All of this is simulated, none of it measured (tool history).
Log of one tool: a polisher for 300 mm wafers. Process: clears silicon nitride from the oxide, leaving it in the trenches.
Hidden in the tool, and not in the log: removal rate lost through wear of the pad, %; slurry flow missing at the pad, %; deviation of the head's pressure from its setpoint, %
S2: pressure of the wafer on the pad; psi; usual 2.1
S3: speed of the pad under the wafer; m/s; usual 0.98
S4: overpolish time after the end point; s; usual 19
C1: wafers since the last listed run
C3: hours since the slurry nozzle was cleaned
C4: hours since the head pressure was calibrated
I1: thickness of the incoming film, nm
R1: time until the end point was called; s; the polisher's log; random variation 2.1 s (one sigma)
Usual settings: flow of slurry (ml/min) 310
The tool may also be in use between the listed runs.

{"run": 1, "hour": 0.0, "flow of slurry (ml/min)": 310, "S2": 2.1, "S3": 0.98, "S4": 19, "C1": 0, "wafers polished on this pad": 558, "C3": 251.0, "C4": 657.9, "I1": 81.7, "R1": 111.5}
{"hour": 55.5, "done": "slurry nozzle cleaned"}
{"run": 2, "hour": 71.8, "flow of slurry (ml/min)": 310, "S2": 2.1, "S3": 0.98, "S4": 19, "C1": 601, "wafers polished on this pad": 1160, "C3": 16.3, "C4": 729.7, "I1": 81.6, "R1": 110.6}
{"run": 3, "hour": 123.9, "flow of slurry (ml/min)": 230, "S2": 2.1, "S3": 0.98, "S4": 19, "C1": 442, "wafers polished on this pad": 1603, "C3": 68.4, "C4": 781.8, "I1": 80.3, "R1": 109.2}
{"run": 4, "hour": 180.1, "flow of slurry (ml/min)": 230, "S2": 2.1, "S3": 0.98, "S4": 19, "C1": 477, "wafers polished on this pad": 2081, "C3": 124.6, "C4": 838.0, "I1": 80.2, "R1": 110.8}
{"hour": 209.6, "done": "worn pad replaced by a new one"}
{"run": 5, "hour": 227.4, "flow of slurry (ml/min)": 230, "S2": 2.1, "S3": 0.98, "S4": 19, "C1": 368, "wafers polished on this pad": 151, "C3": 171.9, "C4": 885.3, "I1": 81.2, "R1": 112.0}
{"run": 6, "hour": 286.8, "flow of slurry (ml/min)": 275, "S2": 2.1, "S3": 0.98, "S4": 19, "C1": 504, "wafers polished on this pad": 656, "C3": 231.3, "C4": 944.7, "I1": 78.7, "R1": 105.2}
{"run": 7, "hour": 344.6, "flow of slurry (ml/min)": 310, "S2": 2.1, "S3": 0.98, "S4": 16, "C1": 491, "wafers polished on this pad": 1147, "C3": 289.1, "C4": 1002.5, "I1": 81.2, "R1": 107.1}
{"hour": 352.9, "done": "slurry nozzle cleaned"}
{"run": 8, "hour": 399.5, "flow of slurry (ml/min)": 310, "S2": 2.1, "S3": 0.98, "S4": 16, "C1": 458, "wafers polished on this pad": 1606, "C3": 46.6, "C4": 1057.4, "I1": 81.0, "R1": 106.1}
{"run": 9, "hour": 460.2, "flow of slurry (ml/min)": 310, "S2": 2.1, "S3": 0.98, "S4": 16, "C1": 516, "wafers polished on this pad": 2122, "C3": 107.3, "C4": 1118.1, "I1": 79.4, "R1": 102.6}
{"hour": 526.3, "done": "worn pad replaced by a new one"}
{"run": 10, "hour": 549.1, "flow of slurry (ml/min)": 310, "S2": 2.1, "S3": 0.98, "S4": 19, "C1": 721, "wafers polished on this pad": 193, "C3": 196.2, "C4": 1207.0, "I1": 79.2, "R1": 103.1}
{"run": 11, "hour": 594.1, "flow of slurry (ml/min)": 310, "S2": 2.1, "S3": 0.98, "S4": 19, "C1": 382, "wafers polished on this pad": 576, "C3": 241.2, "C4": 1252.0, "I1": 80.8, "R1": 103.2}
{"hour": 637.1, "done": "slurry nozzle cleaned"}
{"hour": 649.7, "done": "head pressure recalibrated"}
{"run": 12, "hour": 661.0, "flow of slurry (ml/min)": 310, "S2": 2.1, "S3": 0.98, "S4": 19, "C1": 543, "wafers polished on this pad": 1119, "C3": 23.9, "C4": 11.3, "I1": 79.8, "R1": 115.7}
{"run": 13, "hour": 707.8, "flow of slurry (ml/min)": 310, "S2": 2.1, "S3": 0.98, "S4": 19, "C1": 397, "wafers polished on this pad": 1517, "C3": 70.7, "C4": 58.1, "I1": 80.1, "R1": 114.7}
{"run": 14, "hour": 753.1, "flow of slurry (ml/min)": 310, "S2": 2.1, "S3": 0.98, "S4": 19, "C1": 385, "wafers polished on this pad": 1902, "C3": 116.0, "C4": 103.4, "I1": 79.8, "R1": 115.1}
{"run": 15, "hour": 806.8, "flow of slurry (ml/min)": 310, "S2": 2.1, "S3": 0.98, "S4": 15, "C1": 456, "wafers polished on this pad": 2359, "C3": 169.7, "C4": 157.1, "I1": 78.8, "R1": 112.6}
{"hour": 848.7, "done": "worn pad replaced by a new one"}
{"run": 16, "hour": 863.3, "flow of slurry (ml/min)": 220, "S2": 2.5, "S3": 0.98, "S4": 28, "C1": 446, "wafers polished on this pad": 124, "C3": 226.2, "C4": 213.6, "I1": 78.5, "R1": 97.1}
{"run": 17, "hour": 920.3, "flow of slurry (ml/min)": 345, "S2": 2.1, "S3": 1.1, "S4": 19, "C1": 484, "wafers polished on this pad": 609, "C3": 283.2, "C4": 270.6, "I1": 80.2, "R1": 99.4}
{"hour": 925.8, "done": "slurry nozzle cleaned"}
{"run": 18, "hour": 954.4, "flow of slurry (ml/min)": 310, "S2": 2.1, "S3": 0.68, "S4": 19, "C1": 281, "wafers polished on this pad": 890, "C3": 28.6, "C4": 304.7, "I1": 78.8, "R1": 159.1}
{"run": 19, "hour": 991.1, "flow of slurry (ml/min)": 355, "S2": 2.1, "S3": 0.7, "S4": 19, "C1": 311, "wafers polished on this pad": 1202, "C3": 65.3, "C4": 341.4, "I1": 81.8, "R1": 158.7}
{"run": 20, "hour": 1018.8, "flow of slurry (ml/min)": 310, "S2": 2.1, "S3": 0.98, "S4": 19, "C1": 235, "wafers polished on this pad": 1437, "C3": 93.0, "C4": 369.1, "I1": 81.2, "R1": 113.6}
{"run": 21, "hour": 1055.8, "flow of slurry (ml/min)": 215, "S2": 2.3, "S3": 0.98, "S4": 19, "C1": 314, "wafers polished on this pad": 1752, "C3": 130.0, "C4": 406.1, "I1": 81.3, "R1": 104.5}
{"hour": 1103.7, "done": "worn pad replaced by a new one"}
{"run": 22, "hour": 1104.2, "flow of slurry (ml/min)": 310, "S2": 2.1, "S3": 0.98, "S4": 19, "C1": 377, "wafers polished on this pad": 4, "C3": 178.4, "C4": 454.5, "I1": 80.9, "R1": 109.9}
{"run": 23, "hour": 1155.2, "flow of slurry (ml/min)": 310, "S2": 2.1, "S3": 0.98, "S4": 19, "C1": 433, "wafers polished on this pad": 437, "C3": 229.4, "C4": 505.5, "I1": 80.2, "R1": 109.4}
{"run": 24, "hour": 1211.7, "flow of slurry (ml/min)": 310, "S2": 2.1, "S3": 0.98, "S4": 19, "C1": 480, "wafers polished on this pad": 917, "C3": 285.9, "C4": 562.0, "I1": 80.1, "R1": 109.7}
{"hour": 1241.6, "done": "slurry nozzle cleaned"}
{"run": 25, "hour": 1256.0, "flow of slurry (ml/min)": 370, "S2": 2.3, "S3": 0.98, "S4": 28, "C1": 368, "wafers polished on this pad": 1286, "C3": 14.4, "C4": 606.3, "I1": 79.0, "R1": 96.4}
{"run": 26, "hour": 1323.7, "flow of slurry (ml/min)": 375, "S2": 2.1, "S3": 0.72, "S4": 14, "C1": 575, "wafers polished on this pad": 1861, "C3": 82.1, "C4": 674.0, "I1": 80.4, "R1": 138.6}
{"run": 27, "hour": 1369.2, "flow of slurry (ml/min)": 240, "S2": 2.4, "S3": 1.22, "S4": 23, "C1": 386, "wafers polished on this pad": 2248, "C3": 127.6, "C4": 719.5, "I1": 79.8, "R1": 76.6}
{"run": 28, "hour": 1427.2, "flow of slurry (ml/min)": 310, "S2": 2.1, "S3": 0.98, "S4": 27, "C1": 493, "wafers polished on this pad": 2741, "C3": 185.6, "C4": 777.5, "I1": 78.5, "R1": 105.9}
{"hour": 1432.7, "done": "worn pad replaced by a new one"}
{"run": 29, "hour": 1473.6, "flow of slurry (ml/min)": 260, "S2": 2.7, "S3": 1.08, "S4": 8, "C1": 360, "wafers polished on this pad": 347, "C3": 232.0, "C4": 823.9, "I1": 78.7, "R1": 76.1}

Forecast each of these 4 alternatives for the next run:
{"run": "A", "hour": 1474.1, "flow of slurry (ml/min)": 310, "S2": 2.1, "S3": 0.98, "S4": 19, "C1": 4, "wafers polished on this pad": 352, "C3": 232.5, "C4": 824.4, "I1": 79.5, "R1": "?"}
{"run": "B", "hour": 1474.1, "flow of slurry (ml/min)": 350, "S2": 2.6, "S3": 0.98, "S4": 22, "C1": 4, "wafers polished on this pad": 352, "C3": 232.5, "C4": 824.4, "I1": 79.5, "R1": "?"}
{"run": "C", "hour": 1474.1, "flow of slurry (ml/min)": 225, "S2": 2.4, "S3": 0.98, "S4": 27, "C1": 4, "wafers polished on this pad": 352, "C3": 232.5, "C4": 824.4, "I1": 79.5, "R1": "?"}
{"run": "D", "hour": 1474.1, "flow of slurry (ml/min)": 270, "S2": 1.6, "S3": 0.98, "S4": 19, "C1": 4, "wafers polished on this pad": 352, "C3": 232.5, "C4": 824.4, "I1": 79.5, "R1": "?"}

run=A R1=102.8
run=B R1=82.1
run=C R1=93.4
run=D R1=136.9
Without the tool's hidden state the same runs would have given:
run=A R1=112.5
run=B R1=89.9
run=C R1=102.2
run=D R1=149.8
